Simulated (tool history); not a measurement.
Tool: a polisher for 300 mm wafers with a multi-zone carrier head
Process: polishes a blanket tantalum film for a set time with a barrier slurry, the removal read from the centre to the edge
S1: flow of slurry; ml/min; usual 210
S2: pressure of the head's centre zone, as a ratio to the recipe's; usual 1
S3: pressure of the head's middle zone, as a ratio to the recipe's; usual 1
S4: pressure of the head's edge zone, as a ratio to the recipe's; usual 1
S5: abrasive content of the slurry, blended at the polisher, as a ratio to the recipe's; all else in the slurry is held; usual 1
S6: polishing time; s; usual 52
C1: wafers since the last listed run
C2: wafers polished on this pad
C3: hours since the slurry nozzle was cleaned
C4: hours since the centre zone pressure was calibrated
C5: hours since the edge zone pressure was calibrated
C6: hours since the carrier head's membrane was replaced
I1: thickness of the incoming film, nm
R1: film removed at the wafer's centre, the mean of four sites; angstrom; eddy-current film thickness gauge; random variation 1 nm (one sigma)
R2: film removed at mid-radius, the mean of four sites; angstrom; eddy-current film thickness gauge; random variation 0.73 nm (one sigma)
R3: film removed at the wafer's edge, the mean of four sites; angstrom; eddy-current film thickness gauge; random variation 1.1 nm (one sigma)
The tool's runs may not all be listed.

run   hour   S1    S2    S3    S4    S5  S6   C1    C2     C3     C4      C5      C6     I1   R1   R2   R3
  1      0  210     1     1     1     1  52    0  2000   31.4    391  1196.5     378  298.4  694  716  698
  2     45  210     1   0.9     1     1  52  437  2438   76.4    436  1241.5     423  302.2  691  682  699
  3   83.3  145     1     1     1     1  52  372  2810  114.7  474.3  1279.8   461.3  300.5  626  679  663
  4  117.7  210     1     1  0.94     1  52  334  3144  149.1  508.7  1314.2   495.7  304.2  674  701  660
  5  156.5  210     1     1     1     1  52  377  3521  187.9  547.5    1353   534.5  301.9  642  699  652
  6  204.8  210     1     1     1  1.15  52  469  3991  236.2  595.8  1401.3   582.8  298.7  706  718  677
     220.5  -- edge zone pressure recalibrated
     229.4  -- worn pad replaced by a new one
  7    264  210  1.05  1.06  1.06     1  60  517   336  295.4    655    43.5     642    297  899  900  863
  8  322.5  210     1  1.06     1   1.2  52  568   905  353.9  713.5     102   700.5  297.2  756  820  776
     347.5  -- centre zone pressure recalibrated
  9  378.2  170     1     1  1.04     1  52  521  1426  409.6   30.7   157.7   756.2  297.2  708  717  726
 10  445.1  275     1     1  0.93  0.75  65  650  2077  476.5   97.6   224.6   823.1  296.9  838  868  810
 11  502.5  210     1   0.9     1     1  52  557  2634  533.9    155     282   880.5  304.5  704  689  726
 12  527.7  180     1   1.1     1     1  52  244  2879  559.1  180.2   307.2   905.7  301.3  662  743  692
 13  570.8  285  1.06  1.04     1     1  68  418  3298  602.2  223.3   350.3   948.8  295.6  985  982  943
 14  627.5  210     1     1     1     1  52  551  3849  658.9    280     407  1005.5  297.9  669  704  690
       657  -- worn pad replaced by a new one
 15  662.8  210     1     1     1     1  52  304    56  694.2  315.3   442.3  1040.8  298.6  750  766  727
 16  691.7  210     1  0.95  0.93     1  52  280   337  723.1  344.2   471.2  1069.7  303.3  749  731  719
 17    737  210     1     1  1.07     1  52  440   777  768.4  389.5   516.5    1115  300.8  727  745  738
 18  763.1  260     1  1.03     1     1  52  253  1030  794.5  415.6   542.6  1141.1  302.6  732  779  719
 19  819.3  210     1     1  0.96     1  52  546  1577  850.7  471.8   598.8  1197.3    303  694  746  708
     856.1  -- slurry nozzle cleaned
 20  865.7  210     1     1     1     1  52  441  2018    9.6  518.2   645.2  1243.7  304.8  706  732  703
 21  910.1  235     1     1  1.04  1.15  52  431  2449     54  562.6   689.6  1288.1  305.7  728  758  762

Forecast run 22:
 22  953.9  255   1   1   1   1  52  425  2875  97.8  606.4  733.4  1331.9  300.5   ?   ?   ?

{"run 22": {"R1": 709, "R2": 752, "R3": 718}}
Without the tool's hidden state the same run would have given R1 761 angstrom, R2 808 angstrom, R3 770 angstrom.

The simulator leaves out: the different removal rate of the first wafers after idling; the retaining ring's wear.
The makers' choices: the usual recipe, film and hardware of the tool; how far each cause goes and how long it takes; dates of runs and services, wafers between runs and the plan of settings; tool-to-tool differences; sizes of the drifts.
